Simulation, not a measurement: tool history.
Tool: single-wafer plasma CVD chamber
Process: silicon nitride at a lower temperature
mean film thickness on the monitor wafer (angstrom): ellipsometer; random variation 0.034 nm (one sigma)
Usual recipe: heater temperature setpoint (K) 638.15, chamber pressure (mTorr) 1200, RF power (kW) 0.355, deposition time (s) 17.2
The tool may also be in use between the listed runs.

run     day  heater temperature setpoint (K)  chamber pressure (mTorr)  RF power (kW)  deposition time (s)  wafers since the last listed run  hours since the last thermocouple change  hours since the last RF generator calibration  hours since the last manometer calibration  hours since the showerhead was replaced  hours since the gauge calibration  read-back reference wafer on the same gauge, thickness_nm  mean film thickness on the monitor wafer (angstrom)
  1   0.000                           638.15                      1200          0.395                 17.2                                 0                                    1030.8                                         1800.7                                      2098.0                                   8591.6                              133.9                                                     18.802                                               208.20
  2   0.512                           638.15                      1200          0.395                 17.2                               264                                    1043.1                                         1813.0                                      2110.3                                   8603.9                              146.2                                                     18.797                                               207.49
  3   0.967                           638.15                      1200          0.340                 17.2                               234                                    1054.0                                         1823.9                                      2121.2                                   8614.8                              157.1                                                     18.799                                               195.70
  4   1.312                           638.15                      1200          0.340                 17.2                               178                                    1062.3                                         1832.2                                      2129.5                                   8623.1                              165.4                                                     18.799                                               195.64
  5   1.575                           638.15                      1280          0.355                 17.2                               135                                    1068.6                                         1838.5                                      2135.8                                   8629.4                              171.7                                                     18.806                                               202.18
  6   1.979                           638.15                      1200          0.355                 17.2                               208                                    1078.3                                         1848.2                                      2145.5                                   8639.1                              181.4                                                     18.797                                               198.26
  7   2.425                           638.15                      1200          0.355                 17.2                               230                                    1089.0                                         1858.9                                      2156.2                                   8649.8                              192.1                                                     18.793                                               198.31
  8   2.725                           638.15                      1200          0.355                 17.2                               155                                    1096.2                                         1866.1                                      2163.4                                   8657.0                              199.3                                                     18.799                                               199.24
  9   3.088                           638.15                      1200          0.355                 17.2                               187                                    1104.9                                         1874.8                                      2172.1                                   8665.7                              208.0                                                     18.804                                               198.93
      3.800  -- capacitance manometer re-zeroed and calibrated
 10   4.633                           638.15                      1200          0.355                 17.2                               626                                    1142.0                                         1911.9                                        20.0                                   8702.8                              245.1                                                     18.798                                               198.56
 11   5.083                           638.15                      1380          0.375                 15.4                               232                                    1152.8                                         1922.7                                        30.8                                   8713.6                              255.9                                                     18.800                                               187.97
      5.758  -- gauge calibrated
 12   5.825                           646.15                      1080          0.315                 15.0                               383                                    1170.6                                         1940.5                                        48.6                                   8731.4                                1.6                                                     18.803                                               160.38
 13   6.533                           642.15                      1010          0.415                 15.3                               366                                    1187.6                                         1957.5                                        65.6                                   8748.4                               18.6                                                     18.801                                               179.93
 14   6.917                           638.15                      1200          0.305                 17.2                               198                                    1196.8                                         1966.7                                        74.8                                   8757.6                               27.8                                                     18.799                                               186.78
      7.762  -- thermocouple changed; heater temperature recalibrated
      7.921  -- RF generator calibrated
 15   7.942                           638.15                      1200          0.390                 17.2                               276                                       4.3                                            0.5                                        99.4                                   8782.2                               52.4                                                     18.797                                               213.43
 16   7.954                           638.15                      1200          0.395                 17.2                                 6                                       4.6                                            0.8                                        99.7                                   8782.5                               52.7                                                     18.799                                               213.86
 17   8.488                           638.15                      1380          0.355                 20.3                               275                                      17.4                                           13.6                                       112.5                                   8795.3                               65.5                                                     18.797                                               250.96
 18   9.025                           632.15                      1200          0.320                 17.2                               277                                      30.3                                           26.5                                       125.4                                   8808.2                               78.4                                                     18.803                                               197.26
      9.612  -- showerhead replaced
 19   9.633                           625.15                      1460          0.415                 18.8                               142                                      44.9                                           41.1                                       140.0                                      0.5                               93.0                                                     18.803                                               251.59
 20  10.146                           638.15                      1200          0.355                 17.2                               264                                      57.2                                           53.4                                       152.3                                     12.8                              105.3                                                     18.795                                               205.10
 21  10.883                           652.15                      1200          0.355                 17.2                               381                                      74.9                                           71.1                                       170.0                                     30.5                              123.0                                                     18.796                                               204.60
 22  11.475                           638.15                      1200          0.355                 17.2                               305                                      89.1                                           85.3                                       184.2                                     44.7                              137.2                                                     18.801                                               205.67
 23  11.967                           631.15                       940          0.290                 17.2                               254                                     100.9                                           97.1                                       196.0                                     56.5                              149.0                                                     18.793                                               179.48
 24  12.471                           638.15                      1200          0.355                 17.2                               260                                     113.0                                          109.2                                       208.1                                     68.6                              161.1                                                     18.800                                               205.32
 25  12.983                           638.15                      1200          0.355                 17.2                               264                                     125.3                                          121.5                                       220.4                                     80.9                              173.4                                                     18.800                                               205.07
 26  13.725                           638.15                      1200          0.355                 17.2                               383                                     143.1                                          139.3                                       238.2                                     98.7                              191.2                                                     18.795                                               204.86
 27  14.204                           638.15                      1200          0.355                 17.2                               247                                     154.6                                          150.8                                       249.7                                    110.2                              202.7                                                     18.801                                               205.09
 28  14.879                           638.15                      1200          0.355                 14.9                               348                                     170.8                                          167.0                                       265.9                                    126.4                              218.9                                                     18.800                                               177.62
     14.962  -- gauge calibrated
 29  15.204                           638.15                      1200          0.305                 16.3                               167                                     178.6                                          174.8                                       273.7                                    134.2                                5.8                                                     18.807                                               183.31

Predict each of these 4 candidate next runs independently; none follows another, all start after run 29:
  A  15.221                           638.15                      1200          0.355                 17.2                                 8                                     179.0                                          175.2                                       274.1                                    134.6                                6.2                                                          ?                                                    ?
  B  15.221                           638.15                       920          0.355                 17.2                                 8                                     179.0                                          175.2                                       274.1                                    134.6                                6.2                                                          ?                                                    ?
  C  15.221                           638.15                      1010          0.415                 17.2                                 8                                     179.0                                          175.2                                       274.1                                    134.6                                6.2                                                          ?                                                    ?
  D  15.221                           638.15                      1330          0.355                 17.2                                 8                                     179.0                                          175.2                                       274.1                                    134.6                                6.2                                                          ?                                                    ?

run  read-back reference wafer on the same gauge, thickness_nm  mean film thickness on the monitor wafer (angstrom)
  A                                                     18.801                                               205.02
  B                                                     18.801                                               192.20
  C                                                     18.801                                               209.18
  D                                                     18.801                                               210.14
Without the tool's hidden state the same runs would have given:
run  mean film thickness on the monitor wafer (angstrom)
  A                                               205.86
  B                                               192.98
  C                                               210.00
  D                                               211.00
